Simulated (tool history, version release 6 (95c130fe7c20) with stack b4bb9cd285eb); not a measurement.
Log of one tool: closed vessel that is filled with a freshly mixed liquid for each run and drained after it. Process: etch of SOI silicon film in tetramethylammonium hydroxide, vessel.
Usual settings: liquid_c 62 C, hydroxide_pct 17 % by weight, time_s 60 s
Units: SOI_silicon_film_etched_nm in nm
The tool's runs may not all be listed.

run     day  liquid_c  hydroxide_pct  time_s  wafers since the last listed run  hours since the thermometer was replaced  hours since the hydroxide flow meter was replaced  hours since the gauge calibration  read-back film thickness of the SOI silicon film reference wafer, read on the same gauge (nm)  SOI_silicon_film_etched_nm
  1       0        62             17      60                                 0                                    1744.5                                             1742.1                              484.1                                                                                             70                      210.07
  2   0.725        62             17      60                              1479                                    1761.9                                             1759.5                              501.5                                                                                          70.01                      210.15
  3   1.871        62             17      60                              2338                                    1789.4                                               1787                                529                                                                                             70                      208.04
  4   3.167        62             17      60                              2644                                    1820.5                                             1818.1                              560.1                                                                                          70.01                      208.82
  5   3.946        62             17      75                              1590                                    1839.2                                             1836.8                              578.8                                                                                          69.99                      262.14
  6   5.017        62             17      75                              2185                                    1864.9                                             1862.5                              604.5                                                                                          70.01                      260.78
  7   6.196        62             17      75                              2406                                    1893.2                                             1890.8                              632.8                                                                                          69.98                      260.35
  8   7.675        62             17      60                              3018                                    1928.7                                             1926.3                              668.3                                                                                          69.99                      209.28
  9   8.488        62             17      45                              1658                                    1948.2                                             1945.8                              687.8                                                                                          69.98                      155.34
 10   9.946        62             17      45                              2976                                    1983.2                                             1980.8                              722.8                                                                                          70.01                       156.7
 11  13.817        62             17      60                              7899                                    2076.1                                             2073.7                              815.7                                                                                          70.01                      208.21
 12  14.679        62             17      60                              1760                                    2096.8                                             2094.4                              836.4                                                                                          69.99                      208.88
 13  17.217        62             17      60                              5178                                    2157.7                                             2155.3                              897.3                                                                                          69.99                      209.57
     18.225  -- hydroxide flow meter replaced
     18.246  -- gauge calibrated
 14  18.483      55.5             21      40                              2499                                    2188.1                                                6.2                                5.7                                                                                          69.99                       84.34
 15  19.167        62             17      60                              1394                                    2204.5                                               22.6                               22.1                                                                                          70.02                      209.39
 16  19.725      57.5             12      60                              1139                                    2217.9                                                 36                               35.5                                                                                             70                      184.33
     20.325  -- thermometer replaced
 17  20.892      55.5             17      70                              2295                                      13.6                                                 64                               63.5                                                                                          70.01                      161.62
 18  21.929        65           21.5      60                              2117                                      38.5                                               88.9                               88.4                                                                                             70                      227.21
 19  22.838        62             17      60                              1853                                      60.3                                              110.7                              110.2                                                                                          69.98                      207.85
 20  24.004        65           19.5      60                              2380                                      88.3                                              138.7                              138.2                                                                                          69.99                       238.5
 21  24.629        68           20.5      90                              1275                                     103.3                                              153.7                              153.2                                                                                          69.98                      411.48
 22  25.771        62             17      60                              2329                                     130.7                                              181.1                              180.6                                                                                             70                      211.06
 23  26.446      58.5             17      60                              1377                                     146.9                                              197.3                              196.8                                                                                          70.02                      166.93
 24    27.6        62           20.5      70                              2355                                     174.6                                                225                              224.5                                                                                          69.99                       223.1
 25  32.033        62             17      60                              9047                                       281                                              331.4                              330.9                                                                                          70.02                      210.95
 26  35.279        62             17      60                              6623                                     358.9                                              409.3                              408.8                                                                                          69.98                      208.42
 27    36.5      68.5           21.5      70                              2491                                     388.2                                              438.6                              438.1                                                                                             70                      327.49

4 ways to go on from here, each from the tool as it stands after run 27. What would each give?
  A  36.529        62             17      60                                59                                     388.9                                              439.3                              438.8                                                                                              ?                           ?
  B  36.529      58.5             17      35                                59                                     388.9                                              439.3                              438.8                                                                                              ?                           ?
  C  36.529        56             17      60                                59                                     388.9                                              439.3                              438.8                                                                                              ?                           ?
  D  36.529      67.5             17      60                                59                                     388.9                                              439.3                              438.8                                                                                              ?                           ?

run  read-back film thickness of the SOI silicon film reference wafer, read on the same gauge (nm)  SOI_silicon_film_etched_nm
  A                                                                                          70.01                      208.45
  B                                                                                          70.01                       97.74
  C                                                                                          70.01                      142.86
  D                                                                                          70.01                      290.82
Without the tool's hidden state the same runs would have given:
run  SOI_silicon_film_etched_nm
  A                      208.45
  B                       97.74
  C                      142.86
  D                      290.82
